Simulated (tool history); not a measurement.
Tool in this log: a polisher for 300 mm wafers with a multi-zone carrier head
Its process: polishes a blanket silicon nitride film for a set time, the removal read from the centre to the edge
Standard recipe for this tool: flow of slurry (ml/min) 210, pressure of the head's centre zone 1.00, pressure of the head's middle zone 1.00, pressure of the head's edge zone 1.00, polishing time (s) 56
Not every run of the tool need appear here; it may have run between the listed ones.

run,hour,flow of slurry (ml/min),pressure of the head's centre zone,pressure of the head's middle zone,pressure of the head's edge zone,polishing time (s),"incoming thickness of the incoming film, nm",film removed at the wafer's centre (angstrom),film removed at mid-radius (angstrom),film removed at the wafer's edge (angstrom)
1,0.0,210,1.00,1.00,1.00,60,539.9,1583,1576,1513
# hour 81.5: slurry nozzle cleaned
2,89.1,210,1.00,1.00,1.00,56,535.6,1456,1505,1480
# hour 149.0: worn pad replaced by a new one
3,158.5,210,1.00,1.00,1.00,65,529.3,1687,1698,1649
4,246.8,210,1.00,1.00,1.00,56,529.8,1456,1481,1472
5,285.7,210,1.00,1.00,1.00,67,539.2,1743,1726,1697
6,354.7,210,1.00,1.00,1.00,56,532.2,1435,1458,1416
7,397.3,260,1.00,1.04,0.91,56,530.0,1496,1545,1414
8,481.4,250,1.00,0.90,0.94,68,532.7,1819,1650,1713
# hour 522.7: worn pad replaced by a new one
# hour 531.9: slurry nozzle cleaned
9,585.8,210,1.00,1.00,1.00,56,518.4,1474,1477,1431
10,675.4,210,1.00,1.00,1.00,56,524.8,1463,1474,1447
# hour 713.9: carrier head's membrane replaced by a new one
11,737.6,170,0.90,0.88,1.00,56,534.2,1261,1287,1402
12,808.2,210,0.93,1.00,1.00,56,530.2,1370,1473,1425
13,863.2,210,1.00,1.00,1.00,56,529.3,1450,1485,1415
# hour 916.3: worn pad replaced by a new one
# hour 919.9: edge zone pressure recalibrated
# hour 921.5: slurry nozzle cleaned
14,944.6,210,1.00,1.00,1.00,56,538.9,1463,1449,1440
15,997.2,270,1.00,1.00,1.00,56,529.3,1507,1503,1470
16,1098.0,160,1.00,1.00,1.00,56,529.4,1386,1393,1397
17,1169.5,190,1.00,0.96,1.05,56,534.6,1417,1406,1487

Run 18 is up next; what results do you expect?
18,1273.9,210,0.94,1.09,0.88,62,538.6,?,?,?

For run 18 the tool returned film removed at the wafer's centre (angstrom) 1513, film removed at mid-radius (angstrom) 1737, film removed at the wafer's edge (angstrom) 1497.
Were there no unlogged condition in the tool, this run, its random variation unchanged, would have produced film removed at the wafer's centre (angstrom) 1513, film removed at mid-radius (angstrom) 1737, film removed at the wafer's edge (angstrom) 1497.
